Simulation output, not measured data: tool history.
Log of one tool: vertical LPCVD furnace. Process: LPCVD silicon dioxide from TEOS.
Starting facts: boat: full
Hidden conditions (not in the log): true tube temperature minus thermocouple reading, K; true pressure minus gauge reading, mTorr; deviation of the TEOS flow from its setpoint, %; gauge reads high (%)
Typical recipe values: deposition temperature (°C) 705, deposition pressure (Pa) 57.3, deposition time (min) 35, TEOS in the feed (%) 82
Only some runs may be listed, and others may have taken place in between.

run	day	deposition temperature (°C)	deposition pressure (Pa)	deposition time (min)	TEOS in the feed (%)	wafers since the last listed run	hours since the last temperature calibration	hours since the pressure gauge was zeroed	hours since the TEOS flow controller was replaced	hours since the gauge calibration	read-back reference wafer on the same gauge, thickness	film thickness on the monitor wafer in the middle of the boat (angstrom)
1	0	705	57.3	35	93	0	2021.7	5.7	2781	295.2	353.28	3684.5
2	0.217	705	57.3	35	93	57	2026.9	10.9	2786.2	300.4	353.29	3678.5
3	0.433	705	57.3	35	82	57	2032.1	16.1	2791.4	305.6	353.33	3447
4	0.908	705	57.3	35	82	126	2043.5	27.5	2802.8	317	352.67	3454.1
5	1.679	698	57.3	35	82	205	2062	46	2821.3	335.5	353.12	2938.6
6	2.15	698	57.3	35	82	125	2073.3	57.3	2832.6	346.8	353.15	2933.1
7	2.904	705	57.3	35	93	201	2091.4	75.4	2850.7	364.9	353.06	3679.3
8	3.371	705	57.3	35	82	124	2102.6	86.6	2861.9	376.1	352.87	3469.1
9	4.192	715	57.3	47	82	218	2122.3	106.3	2881.6	395.8	353.06	5834.4
# day 4.238: gauge calibrated
10	4.975	699	57.3	45.5	67	208	2141.1	125.1	2900.4	17.7	353.02	3537.9
11	5.883	705	57.3	47	73	242	2162.9	146.9	2922.2	39.5	352.93	4390.4
12	6.333	705	57.3	47	73	119	2173.7	157.7	2933	50.3	352.97	4384.5
13	7.167	700	66.7	28	91	222	2193.7	177.7	2953	70.3	352.95	2796.5
14	7.721	697	62.7	35	82	147	2207	191	2966.3	83.6	352.76	3002.3
15	8.038	705	57.3	35	82	84	2214.6	198.6	2973.9	91.2	352.94	3461.4
16	8.512	709	50.7	35	91	126	2226	210	2985.3	102.6	353.2	3739
# day 10.004: TEOS flow controller replaced
17	10.025	700	68	24.5	91	136	2262.3	246.3	0.5	138.9	352.98	2477
18	10.242	705	57.3	35	82	57	2267.5	251.5	5.7	144.1	352.88	3458.4
19	10.571	705	57.3	35	82	87	2275.4	259.4	13.6	152	353.11	3446.4
20	11.438	705	57.3	35	82	231	2296.2	280.2	34.4	172.8	352.97	3453.1
# day 12.708: thermocouples replaced and temperature profile calibrated
21	12.729	705	57.3	47	73	77	0.5	311.2	65.4	203.8	353.03	4236.5
22	12.95	705	57.3	35	82	58	5.8	316.5	70.7	209.1	352.92	3341
23	13.396	711	52	48.5	69	118	16.5	327.2	81.4	219.8	352.76	4639.1
24	13.85	698	57.3	35	88	121	27.4	338.1	92.3	230.7	352.74	2945.4
25	14.646	712	62.7	35	82	212	46.5	357.2	111.4	249.8	353.27	4097.7
26	15.004	694	54	35	70	95	55.1	365.8	120	258.4	352.89	2311.8
27	17.121	701	52	43.5	82	564	105.9	416.6	170.8	309.2	352.83	3593.2
28	19.767	701	45.3	41	76	705	169.4	480.1	234.3	372.7	353.01	3036.5
29	20.308	701	50	41	82	144	182.4	493.1	247.3	385.7	353	3317.3
# day 20.558: gauge calibrated
30	20.708	705	57.3	35	82	106	192	502.7	256.9	3.6	352.94	3329.1
31	21.429	715	52.7	24	73	192	209.3	520	274.2	20.9	352.99	2588.4

Table of differences, measured result less the result of that run with no hidden state. Run-to-run variation is the same in both. Gauge scatter possibly is not:
run	film thickness on the monitor wafer in the middle of the boat (angstrom)
1	+121.6
2	+121.5
3	+113.9
4	+114.2
5	+98.7
6	+98.6
7	+122
8	+115.1
9	+189.5
10	+119.3
11	+146.3
12	+146.2
13	+96.2
14	+103.4
15	+115.8
16	+121.6
17	+86.2
18	+116
19	+115.7
20	+116.1
21	-4.1
22	-3.1
23	-7.7
24	-2.4
25	-1.5
26	-2.5
27	-5.2
28	-8.3
29	-5.7
30	-1.7
31	-3.7
